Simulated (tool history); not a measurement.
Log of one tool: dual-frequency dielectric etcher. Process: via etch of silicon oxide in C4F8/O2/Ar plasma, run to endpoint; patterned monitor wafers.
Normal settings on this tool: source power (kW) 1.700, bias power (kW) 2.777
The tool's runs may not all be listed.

run,day,source power (kW),bias power (kW),"incoming incoming film thickness, nm",endpoint time (s)
1,0.000,1.700,2.260,1273.3,263.1
2,8.008,1.700,2.260,1280.0,269.7
3,10.117,1.700,2.777,1280.4,262.8
4,11.417,1.700,2.777,1265.1,259.2
5,12.633,1.700,2.777,1277.1,264.8
# day 14.333: bias power generator calibrated
6,14.850,1.700,2.777,1279.4,264.3
# day 17.212: wet clean of the chamber
7,17.233,1.700,2.777,1278.2,250.1
8,17.779,1.700,2.777,1272.7,247.1
9,19.696,1.700,2.777,1269.9,251.1
10,22.258,1.810,2.777,1268.0,241.6
11,23.912,1.310,2.438,1276.9,289.4
12,25.300,1.390,2.168,1269.6,287.1
13,26.358,1.430,3.237,1268.2,262.1
14,28.383,1.700,2.368,1279.8,264.9
15,30.200,1.870,2.294,1281.5,255.6
16,32.942,1.700,2.777,1282.9,261.3
17,34.975,1.900,3.143,1287.2,242.9
18,37.575,1.440,2.588,1283.9,287.4
19,40.488,1.350,2.152,1279.7,307.1
# day 41.658: source power generator calibrated
# day 42.046: upper electrode replaced
# day 42.862: wet clean of the chamber
20,42.883,2.010,3.088,1269.7,226.7
21,43.842,1.510,2.117,1279.2,277.3
22,46.479,1.700,2.777,1278.0,253.5
23,49.342,1.820,2.411,1272.2,253.3
24,52.183,1.700,2.777,1283.5,253.7
25,55.167,1.700,3.193,1270.8,245.0
26,58.133,2.000,3.287,1271.9,228.1
27,60.325,2.050,2.309,1273.6,244.7
28,61.904,1.700,2.777,1279.2,259.3
29,63.746,1.470,3.155,1275.9,267.3
30,66.492,1.700,2.777,1284.6,262.9
# day 69.592: wet clean of the chamber
31,69.612,1.910,2.191,1266.7,244.4
32,71.346,1.860,2.103,1266.1,249.7
33,73.742,2.000,2.556,1277.7,236.8
34,76.612,1.700,2.777,1293.6,252.7

Below are 5 alternative next runs, each starting from the tool's condition after run 34. Predict each:
A,76.633,1.700,2.777,1279.1,?
B,76.633,1.700,2.256,1279.1,?
C,76.633,1.320,3.151,1279.1,?
D,76.633,1.410,3.316,1279.1,?
E,76.633,1.500,3.189,1279.1,?

run,endpoint time (s)
A,250.8
B,261.1
C,272.9
D,262.1
E,257.3
Without the tool's hidden state the same runs would have given:
run,endpoint time (s)
A,248.1
B,258.3
C,270.0
D,259.3
E,254.5
